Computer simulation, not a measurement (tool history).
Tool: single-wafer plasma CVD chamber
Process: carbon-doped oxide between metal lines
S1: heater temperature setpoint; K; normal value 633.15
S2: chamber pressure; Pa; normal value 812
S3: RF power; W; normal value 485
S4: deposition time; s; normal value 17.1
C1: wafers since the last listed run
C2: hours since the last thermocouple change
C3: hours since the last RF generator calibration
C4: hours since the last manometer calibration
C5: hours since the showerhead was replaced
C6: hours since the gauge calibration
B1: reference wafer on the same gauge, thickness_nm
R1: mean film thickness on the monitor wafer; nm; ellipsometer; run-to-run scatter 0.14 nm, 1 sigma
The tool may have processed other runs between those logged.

Run 1, day 0.000: usual settings but S1 644.15 K; C1 0; C2 1782.4; C3 1563.4; C4 1638.7; C5 3310.6; C6 316.0; B1 91.874. Result: R1 87.215 nm.
Run 2, day 0.688: usual settings but S4 15.8 s; C1 497; C2 1798.9; C3 1579.9; C4 1655.2; C5 3327.1; C6 332.5; B1 91.960. Result: R1 82.607 nm.
Run 3, day 1.188: usual settings; C1 361; C2 1810.9; C3 1591.9; C4 1667.2; C5 3339.1; C6 344.5; B1 91.866. Result: R1 89.431 nm.
Run 4, day 1.912: usual settings; C1 524; C2 1828.3; C3 1609.3; C4 1684.6; C5 3356.5; C6 361.9; B1 91.921. Result: R1 89.023 nm.
Run 5, day 2.879: usual settings but S4 18.3 s; C1 699; C2 1851.5; C3 1632.5; C4 1707.8; C5 3379.7; C6 385.1; B1 91.894. Result: R1 95.277 nm.
Run 6, day 3.496: usual settings but S4 18.3 s; C1 446; C2 1866.3; C3 1647.3; C4 1722.6; C5 3394.5; C6 399.9; B1 91.880. Result: R1 95.299 nm.
Run 7, day 4.608: usual settings but S4 18.3 s; C1 805; C2 1893.0; C3 1674.0; C4 1749.3; C5 3421.2; C6 426.6; B1 91.923. Result: R1 95.032 nm.
Run 8, day 5.729: usual settings; C1 811; C2 1919.9; C3 1700.9; C4 1776.2; C5 3448.1; C6 453.5; B1 91.939. Result: R1 89.050 nm.
Run 9, day 6.683: usual settings; C1 690; C2 1942.8; C3 1723.8; C4 1799.1; C5 3471.0; C6 476.4; B1 91.854. Result: R1 88.832 nm.
Run 10, day 7.738: usual settings; C1 762; C2 1968.1; C3 1749.1; C4 1824.4; C5 3496.3; C6 501.7; B1 91.856. Result: R1 89.045 nm.
Run 11, day 9.200: usual settings; C1 1058; C2 2003.2; C3 1784.2; C4 1859.5; C5 3531.4; C6 536.8; B1 91.885. Result: R1 88.956 nm.
At day 9.425: gauge calibrated.
Run 12, day 10.888: usual settings; C1 1221; C2 2043.7; C3 1824.7; C4 1900.0; C5 3571.9; C6 35.1; B1 91.896. Result: R1 88.971 nm.
Run 13, day 11.883: usual settings; C1 720; C2 2067.6; C3 1848.6; C4 1923.9; C5 3595.8; C6 59.0; B1 91.840. Result: R1 89.037 nm.
Run 14, day 12.433: usual settings; C1 398; C2 2080.8; C3 1861.8; C4 1937.1; C5 3609.0; C6 72.2; B1 91.898. Result: R1 88.851 nm.
Run 15, day 13.696: usual settings but S3 575 W; C1 913; C2 2111.1; C3 1892.1; C4 1967.4; C5 3639.3; C6 102.5; B1 91.927. Result: R1 96.108 nm.
Run 16, day 14.871: usual settings but S2 632 Pa; C1 850; C2 2139.3; C3 1920.3; C4 1995.6; C5 3667.5; C6 130.7; B1 91.895. Result: R1 87.269 nm.
Run 17, day 16.162: usual settings but S1 643.15 K, S3 535 W; C1 934; C2 2170.3; C3 1951.3; C4 2026.6; C5 3698.5; C6 161.7; B1 91.887. Result: R1 91.114 nm.
At day 16.712: thermocouple changed; heater temperature recalibrated.
Run 18, day 17.404: usual settings but S2 652 Pa; C1 657; C2 16.6; C3 1981.1; C4 2056.4; C5 3728.3; C6 191.5; B1 91.874. Result: R1 87.376 nm.
Run 19, day 18.838: usual settings but S4 18.4 s; C1 1037; C2 51.0; C3 2015.5; C4 2090.8; C5 3762.7; C6 225.9; B1 91.913. Result: R1 95.443 nm.
At day 19.625: RF generator calibrated.
At day 19.708: showerhead replaced.
Run 20, day 19.733: usual settings; C1 345; C2 72.5; C3 2.6; C4 2112.3; C5 0.6; C6 247.4; B1 91.875. Result: R1 90.444 nm.
Run 21, day 20.567: usual settings; C1 603; C2 92.5; C3 22.6; C4 2132.3; C5 20.6; C6 267.4; B1 91.850. Result: R1 90.537 nm.
At day 21.329: capacitance manometer re-zeroed and calibrated.
Run 22, day 21.467: usual settings but S1 647.15 K, S3 520 W, S4 20.1 s; C1 410; C2 114.1; C3 44.2; C4 3.3; C5 42.2; C6 289.0; B1 91.923. Result: R1 105.806 nm.
Run 23, day 24.842: usual settings but S2 944 Pa; C1 2442; C2 195.1; C3 125.2; C4 84.3; C5 123.2; C6 370.0; B1 91.870. Result: R1 91.316 nm.
Run 24, day 26.038: usual settings but S1 619.15 K, S2 864 Pa, S4 18.1 s; C1 865; C2 223.8; C3 153.9; C4 113.0; C5 151.9; C6 398.7; B1 91.903. Result: R1 99.185 nm.
Run 25, day 26.829: usual settings but S1 644.15 K, S2 960 Pa, S3 405 W, S4 15.3 s; C1 572; C2 242.8; C3 172.9; C4 132.0; C5 170.9; C6 417.7; B1 91.926. Result: R1 73.369 nm.
Run 26, day 27.512: usual settings; C1 494; C2 259.2; C3 189.3; C4 148.4; C5 187.3; C6 434.1; B1 91.884. Result: R1 90.223 nm.
Run 27, day 28.904: usual settings but S2 1015 Pa, S3 510 W, S4 14.6 s; C1 1007; C2 292.6; C3 222.7; C4 181.8; C5 220.7; C6 467.5; B1 91.870. Result: R1 79.849 nm.
Run 28, day 30.267: usual settings but S1 619.15 K, S2 744 Pa, S3 395 W, S4 20.5 s; C1 986; C2 325.3; C3 255.4; C4 214.5; C5 253.4; C6 500.2; B1 91.873. Result: R1 100.651 nm.

Selected run-to-run steps in R1, each split into two signed amounts: the part the tool would show with no hidden state at all (from settings, incoming material and random variation), and the remainder, which goes to the hidden state together with any gauge scatter not common to the measured and the hidden-state-free results:
Unlogged tool condition in this case: wafer temperature above the value expected at the setpoint (K); delivered RF power above the setpoint (%); true pressure above the setpoint (%); gauge reads high (%).
Run 19 -> 20: S4 18.4 -> 17.1, RF generator calibrated, showerhead replaced. R1 -4.999 nm: hidden state +1.707, all else -6.706.
Run 24 -> 25: S1 619.15 -> 644.15, S2 864 -> 960, S3 485 -> 405, S4 18.1 -> 15.3. R1 -25.816 nm: hidden state +0.071, all else -25.887.
Run 27 -> 28: S1 633.15 -> 619.15, S2 1015 -> 744, S3 510 -> 395, S4 14.6 -> 20.5. R1 +20.802 nm: hidden state -0.288, all else +21.090.
